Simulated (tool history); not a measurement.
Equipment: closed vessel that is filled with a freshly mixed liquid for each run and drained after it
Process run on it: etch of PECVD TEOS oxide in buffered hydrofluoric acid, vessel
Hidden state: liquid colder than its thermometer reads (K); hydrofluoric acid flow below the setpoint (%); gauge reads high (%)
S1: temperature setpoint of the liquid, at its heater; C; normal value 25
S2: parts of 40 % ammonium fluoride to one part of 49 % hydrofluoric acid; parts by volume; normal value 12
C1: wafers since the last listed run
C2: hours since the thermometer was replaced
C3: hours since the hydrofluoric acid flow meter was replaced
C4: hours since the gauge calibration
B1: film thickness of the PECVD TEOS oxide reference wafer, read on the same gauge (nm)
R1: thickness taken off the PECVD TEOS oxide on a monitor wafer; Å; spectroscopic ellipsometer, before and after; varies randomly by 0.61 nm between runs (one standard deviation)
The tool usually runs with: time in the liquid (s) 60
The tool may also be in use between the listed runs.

Run 1, hour 0: usual settings; C1 0; C2 138.2; C3 1694.4; C4 1734.6; B1 109.98. Result: R1 812.5 Å.
Run 2, hour 85: usual settings; C1 9678; C2 223.2; C3 1779.4; C4 1819.6; B1 110.01. Result: R1 824.3 Å.
At hour 127.8: hydrofluoric acid flow meter replaced.
Run 3, hour 140.1: usual settings; C1 6160; C2 278.3; C3 12.3; C4 1874.7; B1 110.01. Result: R1 869.4 Å.
Run 4, hour 224.2: usual settings; C1 9576; C2 362.4; C3 96.4; C4 1958.8; B1 109.98. Result: R1 864.7 Å.
Run 5, hour 303.2: usual settings but time in the liquid (s) 45; C1 8995; C2 441.4; C3 175.4; C4 2037.8; B1 110. Result: R1 647.3 Å.
Run 6, hour 358.4: usual settings but S2 9.5 parts by volume; C1 6285; C2 496.6; C3 230.6; C4 2093; B1 109.98. Result: R1 1057.8 Å.
Run 7, hour 401.9: usual settings but S2 9.5 parts by volume; C1 4953; C2 540.1; C3 274.1; C4 2136.5; B1 110.02. Result: R1 1071.1 Å.
Run 8, hour 506.3: usual settings but time in the liquid (s) 50; C1 11888; C2 644.5; C3 378.5; C4 2240.9; B1 110. Result: R1 714.5 Å.
Run 9, hour 567.3: usual settings but time in the liquid (s) 50; C1 6946; C2 705.5; C3 439.5; C4 2301.9; B1 109.99. Result: R1 707 Å.
Run 10, hour 658.3: usual settings but S1 27.5 C; C1 10362; C2 796.5; C3 530.5; C4 2392.9; B1 109.99. Result: R1 974.4 Å.
Run 11, hour 734.4: usual settings but S2 14.5 parts by volume, time in the liquid (s) 30; C1 8665; C2 872.6; C3 606.6; C4 2469; B1 110. Result: R1 347.5 Å.
Run 12, hour 788.5: usual settings but S1 27.5 C; C1 6160; C2 926.7; C3 660.7; C4 2523.1; B1 109.99. Result: R1 959.9 Å.
Run 13, hour 896: usual settings but S2 16 parts by volume; C1 12241; C2 1034.2; C3 768.2; C4 2630.6; B1 110. Result: R1 638.6 Å.
Run 14, hour 970.7: usual settings but S2 10 parts by volume, time in the liquid (s) 45; C1 8506; C2 1108.9; C3 842.9; C4 2705.3; B1 110. Result: R1 748.3 Å.
Run 15, hour 1009.6: usual settings but time in the liquid (s) 75; C1 4429; C2 1147.8; C3 881.8; C4 2744.2; B1 109.99. Result: R1 1029.6 Å.
At hour 1063.2: gauge calibrated.
At hour 1076.6: thermometer replaced.
Run 16, hour 1210.1: usual settings but S2 14.5 parts by volume, time in the liquid (s) 30; C1 22717; C2 133.5; C3 1082.3; C4 146.9; B1 110.03. Result: R1 352.9 Å.
Run 17, hour 1253.7: usual settings; C1 4964; C2 177.1; C3 1125.9; C4 190.5; B1 110. Result: R1 847.3 Å.
Run 18, hour 1338.8: usual settings but S2 13.5 parts by volume, time in the liquid (s) 90; C1 9690; C2 262.2; C3 1211; C4 275.6; B1 110. Result: R1 1112.3 Å.
Run 19, hour 1419.9: usual settings but S2 14 parts by volume, time in the liquid (s) 35; C1 9234; C2 343.3; C3 1292.1; C4 356.7; B1 110.01. Result: R1 417.2 Å.
Run 20, hour 1486.2: usual settings but time in the liquid (s) 85; C1 7549; C2 409.6; C3 1358.4; C4 423; B1 109.98. Result: R1 1161.2 Å.
Run 21, hour 1554.3: usual settings but S1 27 C, time in the liquid (s) 85; C1 7754; C2 477.7; C3 1426.5; C4 491.1; B1 110.01. Result: R1 1305.3 Å.
Run 22, hour 1610: usual settings but S1 26.5 C, S2 15.5 parts by volume; C1 6342; C2 533.4; C3 1482.2; C4 546.8; B1 110. Result: R1 697.1 Å.
Run 23, hour 1691: usual settings but S1 30 C, time in the liquid (s) 70; C1 9223; C2 614.4; C3 1563.2; C4 627.8; B1 109.98. Result: R1 1237.6 Å.
Run 24, hour 1752.5: usual settings but time in the liquid (s) 80; C1 7003; C2 675.9; C3 1624.7; C4 689.3; B1 110.01. Result: R1 1089.8 Å.
At hour 1762.1: hydrofluoric acid flow meter replaced.
Run 25, hour 1817.8: usual settings but S2 9 parts by volume, time in the liquid (s) 30; C1 7321; C2 741.2; C3 55.7; C4 754.6; B1 110.03. Result: R1 546.1 Å.
Run 26, hour 1906.8: usual settings but S2 8 parts by volume, time in the liquid (s) 95; C1 10134; C2 830.2; C3 144.7; C4 843.6; B1 109.97. Result: R1 1941.1 Å.
Run 27, hour 1950.3: usual settings but S2 10.5 parts by volume, time in the liquid (s) 75; C1 4953; C2 873.7; C3 188.2; C4 887.1; B1 109.98. Result: R1 1202 Å.
Run 28, hour 2009.5: usual settings but time in the liquid (s) 30; C1 6741; C2 932.9; C3 247.4; C4 946.3; B1 109.99. Result: R1 417.4 Å.
Run 29, hour 2111: usual settings but S1 20.5 C, S2 16.5 parts by volume, time in the liquid (s) 95; C1 11557; C2 1034.4; C3 348.9; C4 1047.8; B1 110. Result: R1 759.6 Å.
Run 30, hour 2163.5: usual settings but S1 30 C, S2 10.5 parts by volume, time in the liquid (s) 80; C1 5978; C2 1086.9; C3 401.4; C4 1100.3; B1 109.99. Result: R1 1647.9 Å.
Run 31, hour 2257.5: usual settings but time in the liquid (s) 80; C1 10703; C2 1180.9; C3 495.4; C4 1194.3; B1 109.98. Result: R1 1115.1 Å.
Run 32, hour 2307.5: usual settings but S1 29 C, S2 16.5 parts by volume, time in the liquid (s) 70; C1 5693; C2 1230.9; C3 545.4; C4 1244.3; B1 110. Result: R1 869.5 Å.

Hidden state or all else? Some run-to-run changes of R1, split into what the settings, what came in and random variation would give without the hidden state, and what is left for the hidden state (with any gauge scatter that isn't in both results):
Run 15 -> 16: S2 12 -> 14.5, time in the liquid (s) 75 -> 30, gauge calibrated, thermometer replaced. R1 -676.7 Å: hidden state +56.4, all else -733.1.
Run 24 -> 25: S2 12 -> 9, time in the liquid (s) 80 -> 30, hydrofluoric acid flow meter replaced. R1 -543.7 Å: hidden state +72.6, all else -616.3.
Run 25 -> 26: S2 9 -> 8, time in the liquid (s) 30 -> 95. R1 +1395 Å: hidden state -63.6, all else +1458.6.
Run 27 -> 28: S2 10.5 -> 12, time in the liquid (s) 75 -> 30. R1 -784.6 Å: hidden state +32.6, all else -817.2.
Run 29 -> 30: S1 20.5 -> 30, S2 16.5 -> 10.5, time in the liquid (s) 95 -> 80. R1 +888.3 Å: hidden state -51.3, all else +939.6.
